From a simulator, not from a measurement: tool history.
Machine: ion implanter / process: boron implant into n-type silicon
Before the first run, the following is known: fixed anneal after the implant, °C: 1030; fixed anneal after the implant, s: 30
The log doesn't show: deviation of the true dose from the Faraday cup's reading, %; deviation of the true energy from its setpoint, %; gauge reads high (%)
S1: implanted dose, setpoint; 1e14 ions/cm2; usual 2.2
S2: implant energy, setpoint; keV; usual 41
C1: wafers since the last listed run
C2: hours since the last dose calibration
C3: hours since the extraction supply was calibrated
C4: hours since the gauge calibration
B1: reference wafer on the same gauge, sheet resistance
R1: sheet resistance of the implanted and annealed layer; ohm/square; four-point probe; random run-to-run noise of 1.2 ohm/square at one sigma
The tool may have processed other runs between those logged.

Run 1, day 0: usual settings; C1 0; C2 1308.4; C3 387.2; C4 2509.8; B1 468.15. Result: R1 391.75 ohm/square.
At day 2: Faraday cup replaced and dose calibrated.
Run 2, day 2.675: usual settings; C1 824; C2 16.2; C3 451.4; C4 2574; B1 467.87. Result: R1 396.32 ohm/square.
Run 3, day 12.379: usual settings but S2 52.5 keV; C1 3415; C2 249.1; C3 684.3; C4 2806.9; B1 468.27. Result: R1 380.85 ohm/square.
Run 4, day 16.742: usual settings; C1 1535; C2 353.8; C3 789; C4 2911.6; B1 467.97. Result: R1 392.78 ohm/square.
Run 5, day 20.888: usual settings; C1 1459; C2 453.3; C3 888.5; C4 3011.1; B1 467.9. Result: R1 393.76 ohm/square.
Run 6, day 25.283: usual settings; C1 1547; C2 558.8; C3 994; C4 3116.6; B1 467.85. Result: R1 390.88 ohm/square.
Run 7, day 27.742: usual settings; C1 865; C2 617.8; C3 1053; C4 3175.6; B1 467.96. Result: R1 391.87 ohm/square.
Run 8, day 34.058: usual settings; C1 2223; C2 769.4; C3 1204.6; C4 3327.2; B1 468.2. Result: R1 392.75 ohm/square.
Run 9, day 36.996: usual settings; C1 1033; C2 839.9; C3 1275.1; C4 3397.7; B1 467.91. Result: R1 389.03 ohm/square.
Run 10, day 39.812: usual settings; C1 991; C2 907.5; C3 1342.7; C4 3465.3; B1 467.95. Result: R1 391.88 ohm/square.
Run 11, day 44.262: usual settings but S1 1.97 1e14 ions/cm2; C1 1566; C2 1014.3; C3 1449.5; C4 3572.1; B1 467.69. Result: R1 425.78 ohm/square.
Run 12, day 46.875: usual settings but S1 1.97 1e14 ions/cm2; C1 919; C2 1077; C3 1512.2; C4 3634.8; B1 467.83. Result: R1 424.66 ohm/square.
Run 13, day 50.883: usual settings but S1 2.81 1e14 ions/cm2, S2 52 keV; C1 1410; C2 1173.2; C3 1608.4; C4 3731; B1 467.45. Result: R1 312.6 ohm/square.
Run 14, day 54.583: usual settings but S1 1.56 1e14 ions/cm2, S2 44.5 keV; C1 1302; C2 1262; C3 1697.2; C4 3819.8; B1 468.04. Result: R1 500.02 ohm/square.
At day 56.562: Faraday cup replaced and dose calibrated.
Run 15, day 58.925: usual settings; C1 1410; C2 56.7; C3 1801.4; C4 3924; B1 467.51. Result: R1 398.63 ohm/square.
Run 16, day 61.167: usual settings but S1 2.66 1e14 ions/cm2; C1 789; C2 110.5; C3 1855.2; C4 3977.8; B1 468.16. Result: R1 342.83 ohm/square.
Run 17, day 62.667: usual settings but S1 1.78 1e14 ions/cm2, S2 54.5 keV; C1 527; C2 146.5; C3 1891.2; C4 4013.8; B1 468.29. Result: R1 447.16 ohm/square.
At day 63.183: gauge calibrated.
At day 64.596: extraction supply calibrated.
Run 18, day 65.125: usual settings but S1 2.81 1e14 ions/cm2, S2 52 keV; C1 747; C2 205.5; C3 12.7; C4 46.6; B1 468.36. Result: R1 317.24 ohm/square.
Run 19, day 68.912: usual settings but S1 1.85 1e14 ions/cm2, S2 34 keV; C1 1333; C2 296.4; C3 103.6; C4 137.5; B1 467.91. Result: R1 464.79 ohm/square.
Run 20, day 71.542: usual settings but S1 2.52 1e14 ions/cm2; C1 925; C2 359.5; C3 166.7; C4 200.6; B1 468.21. Result: R1 352.06 ohm/square.
Run 21, day 75.812: usual settings but S1 2.51 1e14 ions/cm2, S2 46 keV; C1 1503; C2 462; C3 269.2; C4 303.1; B1 467.95. Result: R1 349.25 ohm/square.
Run 22, day 78.925: usual settings but S1 1.57 1e14 ions/cm2, S2 50.5 keV; C1 1095; C2 536.7; C3 343.9; C4 377.8; B1 468.12. Result: R1 491.95 ohm/square.
Run 23, day 82.529: usual settings but S1 1.79 1e14 ions/cm2; C1 1268; C2 623.2; C3 430.4; C4 464.3; B1 468.24. Result: R1 458.22 ohm/square.
Run 24, day 84.062: usual settings but S2 48.5 keV; C1 539; C2 660; C3 467.2; C4 501.1; B1 467.73. Result: R1 382.09 ohm/square.
Run 25, day 88.433: usual settings but S1 2.51 1e14 ions/cm2, S2 53 keV; C1 1538; C2 764.9; C3 572.1; C4 606; B1 467.89. Result: R1 341.29 ohm/square.
Run 26, day 92.721: usual settings; C1 1509; C2 867.8; C3 675; C4 708.9; B1 467.86. Result: R1 390.44 ohm/square.
Run 27, day 96.392: usual settings but S2 50 keV; C1 1292; C2 955.9; C3 763.1; C4 797; B1 467.71. Result: R1 380.45 ohm/square.
Run 28, day 98.046: usual settings but S1 1.71 1e14 ions/cm2; C1 582; C2 995.6; C3 802.8; C4 836.7; B1 468.21. Result: R1 478.12 ohm/square.
Run 29, day 101.454: usual settings; C1 1199; C2 1077.4; C3 884.6; C4 918.5; B1 467.92. Result: R1 390.17 ohm/square.
Run 30, day 104.062: usual settings but S1 1.73 1e14 ions/cm2, S2 51 keV; C1 918; C2 1140; C3 947.2; C4 981.1; B1 467.62. Result: R1 456.43 ohm/square.
Run 31, day 108.5: usual settings but S1 2.42 1e14 ions/cm2, S2 32.5 keV; C1 1561; C2 1246.5; C3 1053.7; C4 1087.6; B1 468.04. Result: R1 370.57 ohm/square.
At day 110.229: Faraday cup replaced and dose calibrated.
Run 32, day 110.504: usual settings but S1 1.73 1e14 ions/cm2, S2 53.5 keV; C1 588; C2 6.6; C3 1101.8; C4 1135.7; B1 468.11. Result: R1 458.19 ohm/square.
Run 33, day 114.554: usual settings; C1 1425; C2 103.8; C3 1199; C4 1232.9; B1 467.69. Result: R1 396.31 ohm/square.
Run 34, day 118.025: usual settings but S1 1.55 1e14 ions/cm2, S2 45 keV; C1 1221; C2 187.1; C3 1282.3; C4 1316.2; B1 467.81. Result: R1 506.92 ohm/square.
Run 35, day 121.154: usual settings; C1 1101; C2 262.2; C3 1357.4; C4 1391.3; B1 467.51. Result: R1 397.4 ohm/square.
Run 36, day 129.075: usual settings but S1 2.47 1e14 ions/cm2, S2 33.5 keV; C1 2788; C2 452.3; C3 1547.5; C4 1581.4; B1 467.89. Result: R1 365.09 ohm/square.

What was the tool's hidden state at every run in the log?
deviation of the true energy from its setpoint, %: 0 on each run
gauge reads high (%): 0 on each run
H1: deviation of the true dose from the Faraday cup's reading, %
run     H1
  1   2.86
  2   0.76
  3   1.96
  4   2.32
  5   2.58
  6    2.8
  7    2.9
  8    3.1
  9   3.18
 10   3.24
 11   3.31
 12   3.35
 13   3.39
 14   3.43
 15  0.482
 16   0.79
 17  0.975
 18   1.25
 19   1.59
 20    1.8
 21   2.06
 22   2.22
 23   2.37
 24   2.43
 25   2.56
 26   2.66
 27   2.73
 28   2.76
 29   2.81
 30   2.84
 31   2.88
 32  0.367
 33  0.963
 34   1.37
 35   1.68
 36   2.25
